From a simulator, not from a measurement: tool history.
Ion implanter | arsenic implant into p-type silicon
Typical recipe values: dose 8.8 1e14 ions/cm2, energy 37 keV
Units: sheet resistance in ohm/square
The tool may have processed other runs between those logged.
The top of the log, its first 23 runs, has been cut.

run,hour,dose,energy,wafers since the last listed run,hours since the last dose calibration,hours since the extraction supply was calibrated,hours since the gauge calibration,"read-back reference wafer on the same gauge, sheet resistance",sheet resistance
24,663,10.35,47.5,186,13,9.3,52,118.88,119.49
25,688.8,11.13,49,546,38.8,35.1,77.8,119.04,113.35
26,706,10.74,32,364,56,52.3,95,118.97,128.15
27,726.6,10.92,25.5,436,76.6,72.9,115.6,119.02,133.9
28,760.2,6.4,28,711,110.2,106.5,149.2,119.09,184.8
29,792.8,10.89,25.5,690,142.8,139.1,181.8,119.09,135.82
30,815.2,8.8,37,474,165.2,161.5,204.2,118.88,137.91
31,849.1,6.78,33,718,199.1,195.4,238.1,119,172.22
32,875.4,10.34,46,557,225.4,221.7,264.4,119.09,118.83
33,899.8,10.35,47.5,516,249.8,246.1,288.8,119.07,116.89

What if the next run were any one of these 5? Each begins from the tool's condition after run 33:
A,900.2,8.8,37,8,250.2,246.5,289.2,?,?
B,900.2,7.09,28,8,250.2,246.5,289.2,?,?
C,900.2,10.02,42.5,8,250.2,246.5,289.2,?,?
D,900.2,6.75,28.5,8,250.2,246.5,289.2,?,?
E,900.2,10.92,31.5,8,250.2,246.5,289.2,?,?

run,"read-back reference wafer on the same gauge, sheet resistance",sheet resistance
A,119.16,139.03
B,119.16,171.19
C,119.16,123.85
D,119.16,176.64
E,119.16,126.38
Without the tool's unlogged condition, the same runs would have read:
run,sheet resistance
A,139.99
B,172.4
C,124.67
D,177.91
E,127.08

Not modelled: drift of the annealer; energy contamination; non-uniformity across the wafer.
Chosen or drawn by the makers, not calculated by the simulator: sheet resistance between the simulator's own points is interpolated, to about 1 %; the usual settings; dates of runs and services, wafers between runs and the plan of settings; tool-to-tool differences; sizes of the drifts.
